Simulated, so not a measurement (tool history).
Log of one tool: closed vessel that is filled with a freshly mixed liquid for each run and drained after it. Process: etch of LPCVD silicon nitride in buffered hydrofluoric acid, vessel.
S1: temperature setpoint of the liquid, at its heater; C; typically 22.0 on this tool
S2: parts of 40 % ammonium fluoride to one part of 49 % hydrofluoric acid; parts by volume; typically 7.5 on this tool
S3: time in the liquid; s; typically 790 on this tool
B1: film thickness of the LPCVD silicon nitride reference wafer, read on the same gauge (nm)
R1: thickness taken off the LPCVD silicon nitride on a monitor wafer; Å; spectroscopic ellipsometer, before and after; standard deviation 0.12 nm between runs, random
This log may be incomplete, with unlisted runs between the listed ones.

run 1 hour=0.0 | S1=22.0 S2=7.5 S3=790 | B1=130.00 | R1=126.3
run 2 hour=56.5 | S1=22.0 S2=7.5 S3=790 | B1=129.98 | R1=124.4
run 3 hour=113.7 | S1=22.0 S2=7.5 S3=790 | B1=130.00 | R1=123.9
run 4 hour=139.3 | S1=20.0 S2=7.5 S3=690 | B1=129.98 | R1=96.2
run 5 hour=171.4 | S1=22.0 S2=7.5 S3=790 | B1=129.99 | R1=121.8
run 6 hour=213.1 | S1=22.0 S2=7.5 S3=790 | B1=130.04 | R1=121.1
-- hour=241.3 hydrofluoric acid flow meter replaced
run 7 hour=281.6 | S1=22.0 S2=7.5 S3=790 | B1=130.03 | R1=134.4
run 8 hour=326.8 | S1=22.0 S2=7.5 S3=1000 | B1=129.99 | R1=170.4
run 9 hour=359.6 | S1=23.0 S2=10.0 S3=790 | B1=129.98 | R1=108.8
-- hour=372.5 thermometer replaced
run 10 hour=389.7 | S1=18.5 S2=7.5 S3=790 | B1=129.96 | R1=107.6
run 11 hour=426.8 | S1=18.5 S2=5.0 S3=1250 | B1=130.02 | R1=246.7
run 12 hour=455.7 | S1=25.0 S2=7.5 S3=790 | B1=129.98 | R1=155.7
run 13 hour=511.1 | S1=22.0 S2=5.0 S3=790 | B1=129.99 | R1=190.6
run 14 hour=559.1 | S1=22.0 S2=7.5 S3=925 | B1=129.97 | R1=152.2
run 15 hour=625.9 | S1=27.0 S2=6.5 S3=950 | B1=129.97 | R1=228.7
run 16 hour=660.1 | S1=19.5 S2=9.0 S3=790 | B1=130.01 | R1=93.3
run 17 hour=684.8 | S1=22.0 S2=7.5 S3=790 | B1=130.02 | R1=122.8
run 18 hour=756.7 | S1=22.0 S2=7.5 S3=790 | B1=130.04 | R1=120.9
-- hour=793.7 gauge calibrated
run 19 hour=813.3 | S1=18.0 S2=7.5 S3=450 | B1=130.04 | R1=54.8
-- hour=830.5 hydrofluoric acid flow meter replaced
run 20 hour=874.0 | S1=27.0 S2=5.5 S3=790 | B1=130.01 | R1=236.8
run 21 hour=929.7 | S1=23.0 S2=10.0 S3=790 | B1=130.01 | R1=110.8
run 22 hour=990.5 | S1=22.0 S2=7.5 S3=940 | B1=129.99 | R1=159.3
run 23 hour=1051.8 | S1=27.0 S2=5.5 S3=950 | B1=130.00 | R1=280.8
run 24 hour=1116.5 | S1=22.0 S2=7.5 S3=790 | B1=130.02 | R1=129.1
run 25 hour=1162.6 | S1=22.0 S2=10.5 S3=790 | B1=130.02 | R1=95.7
run 26 hour=1209.5 | S1=22.0 S2=7.5 S3=1210 | B1=130.01 | R1=192.3
run 27 hour=1253.3 | S1=25.0 S2=9.0 S3=790 | B1=130.05 | R1=126.5
run 28 hour=1308.7 | S1=22.0 S2=8.5 S3=1090 | B1=129.95 | R1=151.9
run 29 hour=1353.8 | S1=22.0 S2=10.5 S3=790 | B1=129.95 | R1=91.1
-- hour=1421.9 hydrofluoric acid flow meter replaced
run 30 hour=1472.3 | S1=22.0 S2=7.5 S3=790 | B1=129.94 | R1=132.7
run 31 hour=1500.0 | S1=25.5 S2=7.5 S3=790 | B1=130.06 | R1=164.7

Alternative continuations, all from the tool just after run 31; predict every row:
run A hour=1500.9 | S1=22.0 S2=9.0 S3=790 | B1=? | R1=?
run B hour=1500.9 | S1=24.0 S2=7.5 S3=790 | B1=? | R1=?
run C hour=1500.9 | S1=24.0 S2=7.5 S3=435 | B1=? | R1=?
run D hour=1500.9 | S1=17.5 S2=8.5 S3=555 | B1=? | R1=?
run E hour=1500.9 | S1=20.0 S2=6.5 S3=790 | B1=? | R1=?

run=A B1=130.00 R1=111.3
run=B B1=130.00 R1=149.5
run=C B1=130.00 R1=82.3
run=D B1=130.00 R1=63.9
run=E B1=130.00 R1=138.5
What these runs would have given with no unlogged condition in the tool:
run=A R1=113.1
run=B R1=153.8
run=C R1=84.7
run=D R1=65.7
run=E R1=141.7

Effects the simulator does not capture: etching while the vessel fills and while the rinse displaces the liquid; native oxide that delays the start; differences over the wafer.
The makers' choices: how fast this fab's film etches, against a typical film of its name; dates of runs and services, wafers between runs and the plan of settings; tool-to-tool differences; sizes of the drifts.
